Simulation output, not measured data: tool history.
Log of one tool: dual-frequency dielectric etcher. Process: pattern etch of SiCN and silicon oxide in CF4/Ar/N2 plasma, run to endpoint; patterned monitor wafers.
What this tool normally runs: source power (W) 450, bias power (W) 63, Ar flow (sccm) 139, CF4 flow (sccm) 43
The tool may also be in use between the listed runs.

run	hour	source power (W)	bias power (W)	Ar flow (sccm)	CF4 flow (sccm)	incoming incoming film thickness, nm	endpoint time (s)
1	0.0	450	63	139	40	15.14	22.3
2	17.3	450	63	139	40	15.24	22.4
3	26.5	450	63	139	40	15.22	22.5
4	35.6	450	63	139	43	14.95	21.7
# hour 43.1: bias power generator calibrated
5	49.6	450	63	171	43	15.14	23.3
6	66.9	450	63	114	43	15.13	20.9
7	115.6	450	48	139	43	15.12	23.9
8	133.4	450	70	139	39	15.05	22.1
9	150.8	450	63	168	34	15.02	25.0
10	168.4	450	63	139	43	15.05	22.3
# hour 178.3: CF4 flow controller replaced
# hour 197.3: wet clean of the chamber
11	197.8	500	68	122	43	15.02	18.0
12	198.2	450	70	139	39	15.16	21.8
13	201.3	450	58	139	43	15.16	22.3
14	217.5	450	73	139	36	14.97	21.7
15	234.5	490	71	139	43	15.06	19.1
16	246.1	450	63	139	43	15.20	22.0
17	255.4	450	63	139	43	15.09	21.9
18	263.8	450	63	139	43	15.14	22.1
19	273.9	450	63	114	47	15.11	20.2
20	287.2	420	73	112	53	15.03	20.3
21	300.7	450	52	158	43	14.98	23.9
22	317.1	450	70	139	39	15.11	21.9
23	326.0	540	63	139	43	15.00	18.0
24	334.0	450	63	168	34	15.06	24.9

Below are 4 alternative next runs, each starting from the tool's condition after run 24. Predict each:
A	334.4	450	63	139	43	15.04	?
B	334.4	380	58	154	46	15.04	?
C	334.4	450	63	109	43	15.04	?
D	334.4	520	48	112	34	15.04	?

run	endpoint time (s)
A	22.1
B	27.6
C	20.6
D	20.5
With the hidden condition removed and each run's random variation left untouched, the same runs would have given:
run	endpoint time (s)
A	21.6
B	27.0
C	20.1
D	20.0

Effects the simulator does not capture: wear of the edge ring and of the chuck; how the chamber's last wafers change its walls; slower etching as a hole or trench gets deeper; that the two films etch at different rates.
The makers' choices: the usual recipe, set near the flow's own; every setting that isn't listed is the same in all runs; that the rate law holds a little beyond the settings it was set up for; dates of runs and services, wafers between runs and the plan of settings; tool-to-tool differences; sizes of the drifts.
